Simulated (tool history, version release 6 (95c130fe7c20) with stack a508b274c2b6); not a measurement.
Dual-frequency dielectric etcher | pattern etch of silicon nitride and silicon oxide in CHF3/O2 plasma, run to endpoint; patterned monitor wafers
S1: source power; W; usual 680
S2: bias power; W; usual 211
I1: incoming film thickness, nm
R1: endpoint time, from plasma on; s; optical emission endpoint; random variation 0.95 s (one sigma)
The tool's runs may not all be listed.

run   hour   S1   S2     I1     R1
  1    0.0  680  186  218.6  135.4
  2   30.8  740  225  216.5  116.0
  3   45.7  740  225  217.2  117.7
  4   94.5  720  211  216.8  121.5
  5  125.6  720  211  216.0  123.1
  6  158.3  570  182  214.1  149.3
  7  188.7  570  182  217.7  153.1
  8  218.2  680  211  216.8  127.2
  9  240.7  680  211  214.9  126.3
 10  265.5  680  211  215.9  126.5
     306.0  -- source power generator calibrated
     315.7  -- wet clean of the chamber
 11  316.2  680  211  216.6  127.7
 12  330.5  680  188  216.0  134.4
 13  345.7  680  188  215.9  133.9
 14  376.6  680  178  217.6  137.7
     387.9  -- bias power generator calibrated
 15  397.6  780  168  218.4  132.4
     425.5  -- upper electrode replaced
 16  426.0  680  211  215.8  126.6
 17  426.3  800  193  216.3  121.0

Forecast run 18:
 18  454.3  680  211  217.4   ?

Run 18 gave R1 128.8 s.
Without the tool's hidden state the same run would have given R1 128.8 s.

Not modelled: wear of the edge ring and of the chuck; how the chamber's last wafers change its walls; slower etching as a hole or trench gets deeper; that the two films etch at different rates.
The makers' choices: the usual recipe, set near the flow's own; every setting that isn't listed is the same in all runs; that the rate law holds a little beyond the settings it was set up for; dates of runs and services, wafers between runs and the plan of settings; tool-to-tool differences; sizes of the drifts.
